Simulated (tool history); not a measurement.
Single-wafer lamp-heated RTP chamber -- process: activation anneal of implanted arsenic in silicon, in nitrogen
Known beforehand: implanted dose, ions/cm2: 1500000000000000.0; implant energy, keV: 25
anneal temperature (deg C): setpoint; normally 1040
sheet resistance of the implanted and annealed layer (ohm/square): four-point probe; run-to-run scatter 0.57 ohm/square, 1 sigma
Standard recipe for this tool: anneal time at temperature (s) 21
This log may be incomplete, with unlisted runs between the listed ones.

run	hour	anneal temperature (deg C)	anneal time at temperature (s)	read-back reference wafer on the same gauge, sheet resistance	sheet resistance of the implanted and annealed layer (ohm/square)
1	0.0	1030	16	78.18	99.57
2	13.8	1030	16	78.15	99.61
3	38.4	1030	16	78.20	100.68
4	67.5	1040	17	78.05	96.67
5	89.7	1040	17	78.04	95.58
6	166.7	1040	24	78.16	91.80
7	183.0	1040	24	77.95	92.87
8	197.4	1033	21	78.25	95.47
9	226.9	1060	21	77.90	87.73
10	241.0	1060	21	78.03	88.66
11	274.1	1060	21	78.00	89.05
12	299.4	1040	26	78.05	92.84
13	311.9	1040	26	78.01	92.96
14	345.7	1040	28	77.90	92.18
15	365.7	1030	11	78.11	104.06
16	399.6	1040	24	78.12	94.61
17	427.6	1056	29	78.01	86.54
18	461.5	1040	21	78.21	94.34
19	486.6	1018	21	78.17	100.00
20	513.6	1040	21	78.03	95.22
21	545.7	1012	12	78.16	108.24
22	571.6	1040	21	78.07	95.30
23	606.8	1023	21	78.03	98.70
24	668.4	1021	21	78.06	99.65
25	700.0	1068	17	78.19	89.83
26	716.8	1059	25	78.04	86.94
27	740.6	1052	15	78.06	94.57

Put back what was entered between runs (3 entries, withheld): which listed runs does each sit between, and how does the hidden state differ from the listed run before to the listed run after?
Logged between run 11 and run 12: reflector plate cleaned (hour 288.6)
  wafer temperature error from the tarnished reflector plate, K: 8.46 -> 0.815
  the result without the hidden state subtracted from the measured one, sheet resistance of the implanted and annealed layer (ohm/square): -2.10 -> -0.22
Logged between run 12 and run 13: gauge calibrated (hour 301.4)
  wafer temperature error from the tarnished reflector plate, K: 0.815 -> 1.19
  the result without the hidden state subtracted from the measured one, sheet resistance of the implanted and annealed layer (ohm/square): -0.22 -> -0.32
Logged between run 15 and run 16: pyrometer window cleaned and pyrometer calibrated (hour 399.1)
  wafer temperature error from the tarnished reflector plate, K: 2.6 -> 3.35
  the result without the hidden state subtracted from the measured one, sheet resistance of the implanted and annealed layer (ohm/square): -0.68 -> -0.90

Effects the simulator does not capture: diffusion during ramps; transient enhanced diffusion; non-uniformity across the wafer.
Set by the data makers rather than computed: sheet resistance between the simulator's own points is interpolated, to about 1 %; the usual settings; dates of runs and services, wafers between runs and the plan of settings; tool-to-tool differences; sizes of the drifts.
